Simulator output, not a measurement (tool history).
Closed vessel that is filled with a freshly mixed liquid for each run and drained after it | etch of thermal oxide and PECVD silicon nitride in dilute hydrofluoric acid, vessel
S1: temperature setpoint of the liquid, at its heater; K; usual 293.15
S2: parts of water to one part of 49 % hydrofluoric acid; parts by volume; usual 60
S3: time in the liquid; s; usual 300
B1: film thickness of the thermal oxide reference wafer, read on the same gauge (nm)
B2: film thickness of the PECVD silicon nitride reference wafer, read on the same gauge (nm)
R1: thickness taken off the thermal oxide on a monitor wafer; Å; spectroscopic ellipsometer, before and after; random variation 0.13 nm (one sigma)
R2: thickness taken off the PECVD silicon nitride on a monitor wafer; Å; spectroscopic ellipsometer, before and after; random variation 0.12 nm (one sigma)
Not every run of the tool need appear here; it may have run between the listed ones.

run,hour,S1,S2,S3,B1,B2,R1,R2
1,0,293.15,60,300,100.01,59.96,176.2,124.4
2,17.8,293.15,60,300,100.01,59.97,178.9,124.8
3,24.2,293.15,60,300,99.99,60.05,175.9,124.1
4,39.4,293.15,60,300,100,60.01,177.7,124.3
5,56,293.15,75,265,100,59.99,122.7,88.4
6,66.6,293.15,60,300,100.02,59.98,176.3,126.3
7,84.6,293.15,60,300,100,59.97,175.3,125.3
# hour 91.6: gauge calibrated
8,102.1,293.15,60,300,100.02,60.02,176.7,124
9,115.5,293.15,60,300,100,60.04,174.7,121.7
10,124.9,293.15,60,300,100,59.98,173.9,123.7
11,141.3,290.15,30,380,100,59.98,404,249
12,149.1,290.65,70,380,100.01,60,170.2,112.4
13,163.3,290.15,60,300,100.04,60.03,151.1,100.7
14,174.2,290.15,50,300,100,59.96,185.3,119.5
# hour 176: thermometer replaced
15,187.9,293.15,60,300,99.98,59.95,176.7,124.5
16,203.4,296.15,35,300,100,59.99,346.7,256.3
17,220.4,293.15,60,300,99.99,60.02,173.9,124.8
# hour 224.3: hydrofluoric acid flow meter replaced
18,234,293.15,85,440,100,59.97,199.2,146.6
19,252,293.15,85,385,100.01,60.01,175.3,126.6
20,261.6,290.65,75,245,99.98,60.02,114.5,76
21,277.5,293.15,60,300,99.96,60.01,197.7,137.4
22,295.2,291.65,60,300,100,60,187.9,124.7
23,309.7,293.15,60,300,100.01,60.05,196.9,136.4
24,325,293.15,70,300,100,59.98,166,117.9
25,339.2,293.15,60,300,100.01,59.99,195.8,137.2
26,353.5,295.65,60,230,100,60.03,166.5,124

Consider 4 possible next runs. They are alternatives, not a sequence: every one starts from the tool as it was left by run 26. What does each give?
A,354.2,293.15,60,300,?,?,?,?
B,354.2,290.15,85,150,?,?,?,?
C,354.2,293.15,35,300,?,?,?,?
D,354.2,294.65,80,300,?,?,?,?

run,B1,B2,R1,R2
A,99.97,60,194.8,137.1
B,99.97,60,58.9,39.6
C,99.97,60,344.4,231.4
D,99.97,60,151.8,114.7
Take away the tool's hidden state, keep each run's random variation, and the runs would have read:
run,R1,R2
A,199.2,139.9
B,60.2,40.4
C,351.9,236.1
D,155.3,117

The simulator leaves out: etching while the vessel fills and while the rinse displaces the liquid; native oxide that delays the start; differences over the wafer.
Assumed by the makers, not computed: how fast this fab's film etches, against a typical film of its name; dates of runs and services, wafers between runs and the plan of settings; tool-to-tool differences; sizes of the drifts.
